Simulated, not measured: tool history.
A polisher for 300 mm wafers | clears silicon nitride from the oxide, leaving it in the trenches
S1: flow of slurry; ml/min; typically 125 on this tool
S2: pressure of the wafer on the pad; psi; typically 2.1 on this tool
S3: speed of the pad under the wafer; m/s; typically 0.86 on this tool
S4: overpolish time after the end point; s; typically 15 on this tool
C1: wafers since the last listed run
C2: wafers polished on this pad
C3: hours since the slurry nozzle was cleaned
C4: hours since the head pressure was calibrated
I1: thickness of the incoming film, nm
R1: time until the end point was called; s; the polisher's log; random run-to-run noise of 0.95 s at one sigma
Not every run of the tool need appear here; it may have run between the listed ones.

{"run": 1, "hour": 0.0, "S1": 140, "S2": 2.1, "S3": 0.86, "S4": 15, "C1": 0, "C2": 186, "C3": 477.8, "C4": 683.3, "I1": 70.0, "R1": 116.0}
{"run": 2, "hour": 7.5, "S1": 125, "S2": 1.6, "S3": 0.86, "S4": 15, "C1": 39, "C2": 226, "C3": 485.3, "C4": 690.8, "I1": 69.8, "R1": 144.1}
{"run": 3, "hour": 23.7, "S1": 125, "S2": 1.6, "S3": 0.86, "S4": 15, "C1": 86, "C2": 312, "C3": 501.5, "C4": 707.0, "I1": 69.7, "R1": 140.8}
{"hour": 50.8, "done": "head pressure recalibrated"}
{"run": 4, "hour": 61.1, "S1": 125, "S2": 2.1, "S3": 0.86, "S4": 9, "C1": 188, "C2": 501, "C3": 538.9, "C4": 10.3, "I1": 69.2, "R1": 117.1}
{"run": 5, "hour": 76.4, "S1": 125, "S2": 2.1, "S3": 0.86, "S4": 9, "C1": 81, "C2": 583, "C3": 554.2, "C4": 25.6, "I1": 69.8, "R1": 117.8}
{"run": 6, "hour": 87.6, "S1": 125, "S2": 2.1, "S3": 0.86, "S4": 9, "C1": 59, "C2": 642, "C3": 565.4, "C4": 36.8, "I1": 70.7, "R1": 118.2}
{"run": 7, "hour": 101.5, "S1": 125, "S2": 1.8, "S3": 0.92, "S4": 15, "C1": 74, "C2": 716, "C3": 579.3, "C4": 50.7, "I1": 70.4, "R1": 126.6}
{"run": 8, "hour": 115.4, "S1": 125, "S2": 1.8, "S3": 0.92, "S4": 15, "C1": 74, "C2": 790, "C3": 593.2, "C4": 64.6, "I1": 69.2, "R1": 123.7}
{"run": 9, "hour": 125.5, "S1": 95, "S2": 2.1, "S3": 0.86, "S4": 15, "C1": 53, "C2": 844, "C3": 603.3, "C4": 74.7, "I1": 70.5, "R1": 121.8}
{"run": 10, "hour": 134.2, "S1": 125, "S2": 2.1, "S3": 1.06, "S4": 15, "C1": 46, "C2": 891, "C3": 612.0, "C4": 83.4, "I1": 70.4, "R1": 97.6}
{"hour": 140.9, "done": "worn pad replaced by a new one"}
{"run": 11, "hour": 148.9, "S1": 125, "S2": 2.1, "S3": 1.06, "S4": 15, "C1": 57, "C2": 42, "C3": 626.7, "C4": 98.1, "I1": 68.8, "R1": 94.6}
{"run": 12, "hour": 161.0, "S1": 125, "S2": 2.1, "S3": 0.86, "S4": 15, "C1": 64, "C2": 107, "C3": 638.8, "C4": 110.2, "I1": 69.4, "R1": 114.4}
{"run": 13, "hour": 168.2, "S1": 160, "S2": 2.5, "S3": 0.66, "S4": 13, "C1": 38, "C2": 145, "C3": 646.0, "C4": 117.4, "I1": 68.9, "R1": 120.9}
{"run": 14, "hour": 180.0, "S1": 85, "S2": 1.7, "S3": 0.72, "S4": 22, "C1": 62, "C2": 208, "C3": 657.8, "C4": 129.2, "I1": 69.9, "R1": 170.2}
{"run": 15, "hour": 190.6, "S1": 125, "S2": 2.1, "S3": 0.86, "S4": 15, "C1": 56, "C2": 264, "C3": 668.4, "C4": 139.8, "I1": 70.8, "R1": 118.8}
{"run": 16, "hour": 206.3, "S1": 125, "S2": 2.1, "S3": 0.86, "S4": 15, "C1": 83, "C2": 348, "C3": 684.1, "C4": 155.5, "I1": 70.7, "R1": 118.7}
{"run": 17, "hour": 217.3, "S1": 115, "S2": 2.6, "S3": 0.96, "S4": 24, "C1": 58, "C2": 407, "C3": 695.1, "C4": 166.5, "I1": 69.5, "R1": 88.6}
{"hour": 226.6, "done": "slurry nozzle cleaned"}
{"run": 18, "hour": 234.3, "S1": 125, "S2": 2.1, "S3": 0.86, "S4": 15, "C1": 85, "C2": 492, "C3": 7.7, "C4": 183.5, "I1": 70.4, "R1": 116.5}
{"run": 19, "hour": 242.3, "S1": 125, "S2": 2.1, "S3": 0.86, "S4": 15, "C1": 42, "C2": 534, "C3": 15.7, "C4": 191.5, "I1": 70.3, "R1": 117.0}
{"run": 20, "hour": 250.7, "S1": 165, "S2": 2.1, "S3": 0.58, "S4": 18, "C1": 44, "C2": 579, "C3": 24.1, "C4": 199.9, "I1": 70.7, "R1": 158.3}
{"run": 21, "hour": 259.8, "S1": 125, "S2": 2.1, "S3": 0.86, "S4": 15, "C1": 48, "C2": 628, "C3": 33.2, "C4": 209.0, "I1": 69.2, "R1": 115.2}
{"run": 22, "hour": 270.6, "S1": 140, "S2": 2.5, "S3": 0.86, "S4": 15, "C1": 57, "C2": 685, "C3": 44.0, "C4": 219.8, "I1": 70.4, "R1": 101.2}
{"hour": 276.4, "done": "worn pad replaced by a new one"}
{"run": 23, "hour": 285.0, "S1": 125, "S2": 1.7, "S3": 0.86, "S4": 9, "C1": 55, "C2": 46, "C3": 58.4, "C4": 234.2, "I1": 70.0, "R1": 138.3}
{"run": 24, "hour": 299.0, "S1": 125, "S2": 2.1, "S3": 0.86, "S4": 15, "C1": 74, "C2": 120, "C3": 72.4, "C4": 248.2, "I1": 70.2, "R1": 116.4}
{"run": 25, "hour": 313.3, "S1": 125, "S2": 2.1, "S3": 0.86, "S4": 15, "C1": 76, "C2": 196, "C3": 86.7, "C4": 262.5, "I1": 70.0, "R1": 116.4}
{"run": 26, "hour": 326.3, "S1": 125, "S2": 2.1, "S3": 1.02, "S4": 8, "C1": 69, "C2": 266, "C3": 99.7, "C4": 275.5, "I1": 70.6, "R1": 102.0}
{"run": 27, "hour": 332.7, "S1": 125, "S2": 2.1, "S3": 0.86, "S4": 10, "C1": 34, "C2": 300, "C3": 106.1, "C4": 281.9, "I1": 69.9, "R1": 114.8}
{"run": 28, "hour": 350.0, "S1": 125, "S2": 2.1, "S3": 1.0, "S4": 20, "C1": 92, "C2": 392, "C3": 123.4, "C4": 299.2, "I1": 69.1, "R1": 99.6}
{"run": 29, "hour": 360.8, "S1": 115, "S2": 1.4, "S3": 0.86, "S4": 15, "C1": 57, "C2": 450, "C3": 134.2, "C4": 310.0, "I1": 69.9, "R1": 161.2}

Run 30 is up next; what results do you expect?
{"run": 30, "hour": 371.1, "S1": 125, "S2": 2.1, "S3": 0.86, "S4": 7, "C1": 54, "C2": 504, "C3": 144.5, "C4": 320.3, "I1": 70.0, "R1": "?"}

Run 30 produced R1 116.1 s.
With no hidden state in the tool, this same run would have given R1 116.1 s.

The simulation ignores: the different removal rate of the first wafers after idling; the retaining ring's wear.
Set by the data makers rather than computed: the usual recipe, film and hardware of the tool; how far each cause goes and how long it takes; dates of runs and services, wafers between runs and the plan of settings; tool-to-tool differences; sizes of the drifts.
